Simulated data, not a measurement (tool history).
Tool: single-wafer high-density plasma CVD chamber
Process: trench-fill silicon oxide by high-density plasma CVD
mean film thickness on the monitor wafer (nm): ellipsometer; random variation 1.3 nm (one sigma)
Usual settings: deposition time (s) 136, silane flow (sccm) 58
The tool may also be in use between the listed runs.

run,day,deposition time (s),silane flow (sccm),wafers since the last listed run,hours since the silane flow controller was replaced,hours since the gauge calibration,"read-back reference wafer on the same gauge, thickness_nm",mean film thickness on the monitor wafer (nm)
1,0.000,117,58,0,1594.2,163.2,867.985,767.279
# day 0.329: gauge calibrated
2,0.712,141,58,122,1611.3,9.2,867.970,926.427
3,1.067,141,58,61,1619.8,17.7,868.230,925.010
4,1.704,141,58,109,1635.1,33.0,867.974,927.690
5,2.250,136,58,94,1648.2,46.1,868.015,892.580
6,3.262,136,58,174,1672.5,70.4,868.114,894.436
7,3.654,136,58,67,1681.9,79.8,867.738,895.017
8,4.162,136,58,87,1694.1,92.0,868.071,896.492
9,4.738,151,67,99,1707.9,105.8,868.066,1141.583
# day 5.408: silane flow controller replaced
10,5.458,120,65,66,1.2,123.1,868.059,838.160
11,5.879,141,58,72,11.3,133.2,867.977,882.004
12,6.246,151,63,63,20.1,142.0,868.040,1023.567
13,6.879,154,66,109,35.3,157.2,868.235,1093.741
14,7.379,136,49,86,47.3,169.2,868.025,721.520
# day 7.429: gauge calibrated
15,7.750,127,58,63,56.2,7.7,868.173,793.628
16,8.262,136,58,88,68.5,20.0,867.898,852.337
17,8.954,129,67,119,85.1,36.6,867.940,932.281
18,9.271,110,53,54,92.7,44.2,868.071,632.564
19,9.625,141,58,61,101.2,52.7,868.211,885.226

Forecast each of these 3 alternatives for the next run:
A,9.642,136,53,2,101.6,53.1,?,?
B,9.642,120,52,2,101.6,53.1,?,?
C,9.642,118,67,2,101.6,53.1,?,?

run,"read-back reference wafer on the same gauge, thickness_nm",mean film thickness on the monitor wafer (nm)
A,868.077,781.489
B,868.077,676.936
C,868.077,851.688
Without the tool's hidden state the same runs would have given:
run,mean film thickness on the monitor wafer (nm)
A,780.531
B,676.107
C,850.645
